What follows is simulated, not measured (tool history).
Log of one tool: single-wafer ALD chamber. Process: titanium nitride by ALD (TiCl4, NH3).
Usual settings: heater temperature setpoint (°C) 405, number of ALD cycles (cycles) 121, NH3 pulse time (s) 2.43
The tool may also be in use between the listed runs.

run	hour	heater temperature setpoint (°C)	number of ALD cycles (cycles)	NH3 pulse time (s)	read-back reference wafer on the same gauge, thickness_nm	mean film thickness on the monitor wafer (Å)
1	0.0	405	121	2.84	2.903	25.41
2	13.4	405	131	2.69	2.904	27.52
3	22.5	405	121	2.43	2.900	25.34
4	34.7	405	121	2.43	2.897	25.26
5	46.7	405	121	2.21	2.901	25.17
6	54.0	405	121	2.21	2.900	25.15
# hour 68.2: thermocouple changed; heater temperature recalibrated
7	68.8	405	121	2.21	2.901	25.20
8	120.2	405	101	3.25	2.902	21.28
9	128.1	405	141	1.98	2.900	29.19
# hour 147.9: showerhead replaced
# hour 148.3: gauge calibrated
10	148.4	399	104	2.02	2.901	21.44
11	155.4	405	121	2.43	2.899	25.30
12	173.3	405	121	2.43	2.899	25.31
13	184.5	393	109	2.43	2.899	22.51
14	198.0	419	128	2.73	2.900	26.98
15	209.8	415	139	2.03	2.898	28.93

Forecast each of these 5 alternatives for the next run:
A	210.5	405	121	2.43	?	?
B	210.5	391	145	1.85	?	?
C	210.5	397	132	1.80	?	?
D	210.5	405	142	2.04	?	?
E	210.5	417	110	2.43	?	?

run	read-back reference wafer on the same gauge, thickness_nm	mean film thickness on the monitor wafer (Å)
A	2.900	25.30
B	2.900	29.51
C	2.900	27.01
D	2.900	29.45
E	2.900	23.08
Without the tool's hidden state the same runs would have given:
run	mean film thickness on the monitor wafer (Å)
A	25.30
B	29.51
C	27.01
D	29.45
E	23.08

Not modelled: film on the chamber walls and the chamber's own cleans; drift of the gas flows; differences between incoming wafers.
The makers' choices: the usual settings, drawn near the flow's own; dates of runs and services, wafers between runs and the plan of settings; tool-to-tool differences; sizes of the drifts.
